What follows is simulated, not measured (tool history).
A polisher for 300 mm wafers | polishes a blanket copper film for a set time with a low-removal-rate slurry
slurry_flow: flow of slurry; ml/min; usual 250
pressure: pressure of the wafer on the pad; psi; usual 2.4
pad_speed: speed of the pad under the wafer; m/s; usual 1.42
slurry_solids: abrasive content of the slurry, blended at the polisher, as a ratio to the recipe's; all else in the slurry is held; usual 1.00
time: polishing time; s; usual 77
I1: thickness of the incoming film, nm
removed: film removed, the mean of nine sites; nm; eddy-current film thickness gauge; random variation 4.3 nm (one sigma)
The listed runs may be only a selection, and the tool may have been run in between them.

{"run": 1, "day": 0.0, "slurry_flow": 285, "pressure": 2.4, "pad_speed": 1.42, "slurry_solids": 1.0, "time": 77, "I1": 732.7, "removed": 253.6}
{"day": 1.317, "done": "slurry blender recalibrated"}
{"run": 2, "day": 2.854, "slurry_flow": 250, "pressure": 2.4, "pad_speed": 1.42, "slurry_solids": 1.0, "time": 77, "I1": 736.5, "removed": 249.4}
{"day": 6.296, "done": "worn pad replaced by a new one"}
{"run": 3, "day": 6.738, "slurry_flow": 250, "pressure": 2.4, "pad_speed": 1.42, "slurry_solids": 1.0, "time": 77, "I1": 741.6, "removed": 289.9}
{"day": 7.75, "done": "slurry nozzle cleaned"}
{"run": 4, "day": 8.908, "slurry_flow": 250, "pressure": 2.4, "pad_speed": 1.42, "slurry_solids": 1.0, "time": 77, "I1": 736.9, "removed": 281.0}
{"run": 5, "day": 12.162, "slurry_flow": 250, "pressure": 2.4, "pad_speed": 1.42, "slurry_solids": 1.0, "time": 77, "I1": 743.3, "removed": 267.8}
{"run": 6, "day": 16.238, "slurry_flow": 250, "pressure": 2.4, "pad_speed": 1.42, "slurry_solids": 1.0, "time": 77, "I1": 753.4, "removed": 264.1}
{"day": 18.779, "done": "head pressure recalibrated"}
{"run": 7, "day": 24.988, "slurry_flow": 250, "pressure": 2.4, "pad_speed": 1.42, "slurry_solids": 1.0, "time": 77, "I1": 730.3, "removed": 251.2}
{"day": 26.746, "done": "slurry blender recalibrated"}
{"run": 8, "day": 28.917, "slurry_flow": 250, "pressure": 2.4, "pad_speed": 1.42, "slurry_solids": 1.0, "time": 77, "I1": 743.3, "removed": 255.8}
{"run": 9, "day": 31.775, "slurry_flow": 250, "pressure": 2.4, "pad_speed": 1.42, "slurry_solids": 1.0, "time": 77, "I1": 741.7, "removed": 249.4}
{"day": 35.617, "done": "worn pad replaced by a new one"}
{"day": 36.021, "done": "slurry nozzle cleaned"}
{"run": 10, "day": 44.854, "slurry_flow": 250, "pressure": 2.4, "pad_speed": 1.42, "slurry_solids": 0.9, "time": 102, "I1": 745.2, "removed": 341.3}
{"run": 11, "day": 48.771, "slurry_flow": 250, "pressure": 3.2, "pad_speed": 1.42, "slurry_solids": 1.0, "time": 86, "I1": 753.0, "removed": 354.4}
{"run": 12, "day": 59.733, "slurry_flow": 250, "pressure": 2.9, "pad_speed": 1.42, "slurry_solids": 0.8, "time": 77, "I1": 728.6, "removed": 276.2}
{"day": 60.721, "done": "slurry blender recalibrated"}
{"day": 61.438, "done": "head pressure recalibrated"}
{"day": 61.608, "done": "slurry nozzle cleaned"}
{"run": 13, "day": 62.779, "slurry_flow": 190, "pressure": 2.4, "pad_speed": 1.42, "slurry_solids": 1.1, "time": 77, "I1": 748.3, "removed": 240.2}
{"run": 14, "day": 65.796, "slurry_flow": 250, "pressure": 2.4, "pad_speed": 1.76, "slurry_solids": 0.9, "time": 77, "I1": 740.1, "removed": 300.7}
{"day": 68.271, "done": "worn pad replaced by a new one"}
{"run": 15, "day": 70.288, "slurry_flow": 250, "pressure": 2.4, "pad_speed": 1.9, "slurry_solids": 1.0, "time": 54, "I1": 753.9, "removed": 255.1}
{"run": 16, "day": 72.55, "slurry_flow": 250, "pressure": 2.4, "pad_speed": 1.42, "slurry_solids": 1.0, "time": 77, "I1": 729.6, "removed": 267.7}
{"run": 17, "day": 77.383, "slurry_flow": 250, "pressure": 2.9, "pad_speed": 1.42, "slurry_solids": 0.8, "time": 77, "I1": 751.4, "removed": 278.6}
{"run": 18, "day": 79.312, "slurry_flow": 225, "pressure": 2.4, "pad_speed": 1.1, "slurry_solids": 1.0, "time": 77, "I1": 742.4, "removed": 209.0}
{"run": 19, "day": 81.35, "slurry_flow": 170, "pressure": 1.9, "pad_speed": 1.42, "slurry_solids": 1.25, "time": 77, "I1": 751.4, "removed": 212.4}
{"run": 20, "day": 84.996, "slurry_flow": 225, "pressure": 1.6, "pad_speed": 1.42, "slurry_solids": 1.25, "time": 77, "I1": 730.6, "removed": 206.8}
{"run": 21, "day": 88.596, "slurry_flow": 200, "pressure": 2.4, "pad_speed": 1.7, "slurry_solids": 1.0, "time": 77, "I1": 727.3, "removed": 287.6}
{"day": 90.2, "done": "slurry nozzle cleaned"}
{"run": 22, "day": 90.575, "slurry_flow": 165, "pressure": 2.7, "pad_speed": 1.42, "slurry_solids": 1.0, "time": 77, "I1": 725.9, "removed": 251.5}
{"run": 23, "day": 93.621, "slurry_flow": 250, "pressure": 2.9, "pad_speed": 1.42, "slurry_solids": 0.8, "time": 77, "I1": 739.7, "removed": 273.3}
{"day": 94.062, "done": "slurry blender recalibrated"}
{"day": 96.95, "done": "worn pad replaced by a new one"}
{"run": 24, "day": 97.108, "slurry_flow": 175, "pressure": 2.4, "pad_speed": 1.42, "slurry_solids": 1.0, "time": 77, "I1": 730.1, "removed": 270.3}
{"run": 25, "day": 99.592, "slurry_flow": 250, "pressure": 2.4, "pad_speed": 1.42, "slurry_solids": 1.0, "time": 77, "I1": 746.8, "removed": 281.2}
{"run": 26, "day": 101.138, "slurry_flow": 205, "pressure": 1.9, "pad_speed": 1.42, "slurry_solids": 1.2, "time": 66, "I1": 748.8, "removed": 201.8}
{"run": 27, "day": 104.6, "slurry_flow": 250, "pressure": 2.4, "pad_speed": 1.42, "slurry_solids": 1.0, "time": 77, "I1": 746.3, "removed": 260.8}
{"day": 105.654, "done": "head pressure recalibrated"}
{"run": 28, "day": 108.712, "slurry_flow": 250, "pressure": 2.4, "pad_speed": 1.42, "slurry_solids": 1.0, "time": 77, "I1": 741.9, "removed": 248.9}
{"run": 29, "day": 111.092, "slurry_flow": 250, "pressure": 2.4, "pad_speed": 1.42, "slurry_solids": 1.0, "time": 77, "I1": 734.5, "removed": 255.0}

Predict each of these 5 candidate next runs independently; none follows another, all start after run 29:
{"run": "A", "day": 111.108, "slurry_flow": 250, "pressure": 2.4, "pad_speed": 1.42, "slurry_solids": 1.0, "time": 77, "I1": 746.3, "removed": "?"}
{"run": "B", "day": 111.108, "slurry_flow": 250, "pressure": 3.2, "pad_speed": 1.42, "slurry_solids": 1.0, "time": 85, "I1": 746.3, "removed": "?"}
{"run": "C", "day": 111.108, "slurry_flow": 195, "pressure": 2.4, "pad_speed": 1.42, "slurry_solids": 1.0, "time": 77, "I1": 746.3, "removed": "?"}
{"run": "D", "day": 111.108, "slurry_flow": 250, "pressure": 2.4, "pad_speed": 1.42, "slurry_solids": 1.2, "time": 77, "I1": 746.3, "removed": "?"}
{"run": "E", "day": 111.108, "slurry_flow": 315, "pressure": 2.4, "pad_speed": 1.42, "slurry_solids": 1.0, "time": 77, "I1": 746.3, "removed": "?"}

run=A removed=252.9
run=B removed=338.5
run=C removed=244.4
run=D removed=261.5
run=E removed=259.0
Stripped of hidden state, with their random variation kept, the same runs would have yielded:
run=A removed=286.3
run=B removed=383.3
run=C removed=276.8
run=D removed=296.1
run=E removed=293.3
